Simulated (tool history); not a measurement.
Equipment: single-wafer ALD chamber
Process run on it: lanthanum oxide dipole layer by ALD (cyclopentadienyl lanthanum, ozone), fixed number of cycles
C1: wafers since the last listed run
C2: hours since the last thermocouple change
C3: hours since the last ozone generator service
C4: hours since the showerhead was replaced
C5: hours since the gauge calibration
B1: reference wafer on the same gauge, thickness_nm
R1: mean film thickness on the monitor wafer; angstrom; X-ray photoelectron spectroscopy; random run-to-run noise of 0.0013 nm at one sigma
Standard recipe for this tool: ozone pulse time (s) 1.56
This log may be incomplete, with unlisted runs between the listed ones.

run 1 day=0 | ozone_pulse_time_(s)=1.56 | C1=0 C2=1612 C3=1465.7 C4=3387.7 C5=231.6 | B1=0.48 | R1=5.08
run 2 day=1.329 | ozone_pulse_time_(s)=1.56 | C1=549 C2=1643.9 C3=1497.6 C4=3419.6 C5=263.5 | B1=0.48 | R1=5.07
run 3 day=2.317 | ozone_pulse_time_(s)=1.56 | C1=408 C2=1667.6 C3=1521.3 C4=3443.3 C5=287.2 | B1=0.48 | R1=5.07
run 4 day=3.15 | ozone_pulse_time_(s)=1.56 | C1=344 C2=1687.6 C3=1541.3 C4=3463.3 C5=307.2 | B1=0.48 | R1=5.08
run 5 day=4.196 | ozone_pulse_time_(s)=1.85 | C1=432 C2=1712.7 C3=1566.4 C4=3488.4 C5=332.3 | B1=0.48 | R1=5.3
run 6 day=5.071 | ozone_pulse_time_(s)=1.56 | C1=362 C2=1733.7 C3=1587.4 C4=3509.4 C5=353.3 | B1=0.48 | R1=5.06
run 7 day=5.729 | ozone_pulse_time_(s)=1.56 | C1=272 C2=1749.5 C3=1603.2 C4=3525.2 C5=369.1 | B1=0.48 | R1=5.04
run 8 day=7.15 | ozone_pulse_time_(s)=1.56 | C1=587 C2=1783.6 C3=1637.3 C4=3559.3 C5=403.2 | B1=0.48 | R1=5.06
-- day=8.004 thermocouple changed; heater temperature recalibrated
run 9 day=8.525 | ozone_pulse_time_(s)=1.56 | C1=430 C2=12.5 C3=1670.3 C4=3592.3 C5=436.2 | B1=0.48 | R1=5.07
run 10 day=9.462 | ozone_pulse_time_(s)=2 | C1=387 C2=35 C3=1692.8 C4=3614.8 C5=458.7 | B1=0.48 | R1=5.39
run 11 day=10.842 | ozone_pulse_time_(s)=2 | C1=570 C2=68.1 C3=1725.9 C4=3647.9 C5=491.8 | B1=0.48 | R1=5.37
-- day=12.117 ozone generator serviced
run 12 day=12.138 | ozone_pulse_time_(s)=2 | C1=398 C2=99.2 C3=0.5 C4=3679 C5=522.9 | B1=0.48 | R1=5.52
run 13 day=12.871 | ozone_pulse_time_(s)=1.56 | C1=303 C2=116.8 C3=18.1 C4=3696.6 C5=540.5 | B1=0.48 | R1=5.31
run 14 day=13.467 | ozone_pulse_time_(s)=1.56 | C1=246 C2=131.1 C3=32.4 C4=3710.9 C5=554.8 | B1=0.48 | R1=5.31
-- day=13.888 gauge calibrated
run 15 day=14.808 | ozone_pulse_time_(s)=1.56 | C1=555 C2=163.3 C3=64.6 C4=3743.1 C5=22.1 | B1=0.48 | R1=5.29
run 16 day=15.375 | ozone_pulse_time_(s)=1.33 | C1=234 C2=176.9 C3=78.2 C4=3756.7 C5=35.7 | B1=0.48 | R1=5.05
run 17 day=16.112 | ozone_pulse_time_(s)=1.56 | C1=305 C2=194.6 C3=95.9 C4=3774.4 C5=53.4 | B1=0.48 | R1=5.3

What does the tool deliver on the next run?
run 18 day=16.908 | ozone_pulse_time_(s)=1.31 | C1=329 C2=213.7 C3=115 C4=3793.5 C5=72.5 | B1=? | R1=?

Logged for run 18: B1 0.48, R1 5 angstrom.
Without the tool's hidden state the same run would have given R1 5.07 angstrom.

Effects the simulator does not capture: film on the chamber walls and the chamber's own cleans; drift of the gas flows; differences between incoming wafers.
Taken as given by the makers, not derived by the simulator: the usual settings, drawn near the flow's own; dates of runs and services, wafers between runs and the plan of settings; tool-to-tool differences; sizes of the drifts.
